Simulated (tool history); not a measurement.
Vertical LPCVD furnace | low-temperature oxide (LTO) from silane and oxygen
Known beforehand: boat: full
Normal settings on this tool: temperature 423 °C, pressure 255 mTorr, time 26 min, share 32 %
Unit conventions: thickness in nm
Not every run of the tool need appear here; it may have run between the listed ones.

run     day  temperature  pressure  time  share  wafers since the last listed run  hours since the last temperature calibration  hours since the pressure gauge was zeroed  hours since the silane flow controller was replaced  hours since the gauge calibration  read-back reference wafer on the same gauge, thickness  thickness
  1       0          423       255    26     32                                 0                                          1692                                     3324.6                                               4684.4                              153.5                                                  218.95        280
  2   0.658          423       255    26     32                               205                                        1707.8                                     3340.4                                               4700.2                              169.3                                                  218.94     280.37
  3   0.917          423       280    26     35                                80                                          1714                                     3346.6                                               4706.4                              175.5                                                  218.98      346.6
  4   1.362          427       220    26     32                               138                                        1724.7                                     3357.3                                               4717.1                              186.2                                                  218.85      254.2
  5   1.762          427       220    26     32                               124                                        1734.3                                     3366.9                                               4726.7                              195.8                                                  219.03     254.49
  6   2.038          427       220    26     32                                85                                        1740.9                                     3373.5                                               4733.3                              202.4                                                  218.92     252.85
  7   2.708          419       210    26     32                               208                                          1757                                     3389.6                                               4749.4                              218.5                                                  218.94     222.06
  8   3.279          423       255  21.5     32                               177                                        1770.7                                     3403.3                                               4763.1                              232.2                                                  219.02     234.18
  9   3.712          423       255    26     32                               134                                        1781.1                                     3413.7                                               4773.5                              242.6                                                  218.99     281.98
 10   4.112          423       255    26     32                               124                                        1790.7                                     3423.3                                               4783.1                              252.2                                                  219.07     281.94
      5.283  -- silane flow controller replaced
 11   5.304          423       255    26     32                                59                                        1819.3                                     3451.9                                                  0.5                              280.8                                                  219.07     282.96
 12   5.446          423       255    22     32                                44                                        1822.7                                     3455.3                                                  3.9                              284.2                                                  218.99     239.11
 13   5.588          423       255    22     32                                44                                        1826.1                                     3458.7                                                  7.3                              287.6                                                     219     239.74
 14   5.812          423       255    22     32                                70                                        1831.5                                     3464.1                                                 12.7                                293                                                  219.02     239.23
      6.062  -- gauge calibrated
      6.817  -- pressure gauge zeroed
 15   7.575          423       255    34     38                               237                                        1873.8                                       18.2                                                   55                               36.3                                                  219.09      459.2
      8.625  -- thermocouples replaced and temperature profile calibrated
 16   8.646          429       290    26     30                                22                                           0.5                                       43.9                                                 80.7                                 62                                                  219.05     298.42
 17   8.838          413       255    26     32                                59                                           5.1                                       48.5                                                 85.3                               66.6                                                     219     241.58
 18   9.229          413       290    23     32                               121                                          14.5                                       57.9                                                 94.7                                 76                                                  218.98     243.34
 19   9.733          423       255    26     32                               157                                          26.6                                         70                                                106.8                               88.1                                                  219.03     269.76
 20  10.358          423       255  18.5     32                               194                                          41.6                                         85                                                121.8                              103.1                                                  218.97     191.54
 21   10.75          423       280    26     26                               121                                            51                                       94.4                                                131.2                              112.5                                                  219.13     220.72
 22  11.312          423       275  29.5     29                               175                                          64.5                                      107.9                                                144.7                                126                                                  218.98      287.9
 23  12.017          412       195    26     32                               219                                          81.4                                      124.8                                                161.6                              142.9                                                  218.97     182.61
 24  12.438          423       195    35     32                               131                                          91.5                                      134.9                                                171.7                                153                                                  218.96     278.45
 25  13.162          423       255    26     32                               225                                         108.9                                      152.3                                                189.1                              170.4                                                  218.95     269.88
 26  13.958          423       255    26     32                               247                                           128                                      171.4                                                208.2                              189.5                                                  219.06     270.22
 27  14.479          427       255    26     28                               162                                         140.5                                      183.9                                                220.7                                202                                                     219     234.04
 28  15.725          423       255    29     32                               387                                         170.4                                      213.8                                                250.6                              231.9                                                  218.93     300.53
 29  16.358          434       255    16     32                               197                                         185.6                                        229                                                265.8                              247.1                                                  218.97     186.84

Below are 4 alternative next runs, each starting from the tool's condition after run 29. Predict each:
  A  16.504          423       255    26     32                                45                                         189.1                                      232.5                                                269.3                              250.6                                                       ?          ?
  B  16.504          426       255  35.5     32                                45                                         189.1                                      232.5                                                269.3                              250.6                                                       ?          ?
  C  16.504          426       310    26     32                                45                                         189.1                                      232.5                                                269.3                              250.6                                                       ?          ?
  D  16.504          428       315    21     32                                45                                         189.1                                      232.5                                                269.3                              250.6                                                       ?          ?

run  read-back reference wafer on the same gauge, thickness  thickness
  A                                                  218.97     269.85
  B                                                  218.97     380.45
  C                                                  218.97     338.74
  D                                                  218.97     283.95
What these runs would have given with no unlogged condition in the tool:
run  thickness
  A      269.6
  B      380.1
  C     338.43
  D      283.7
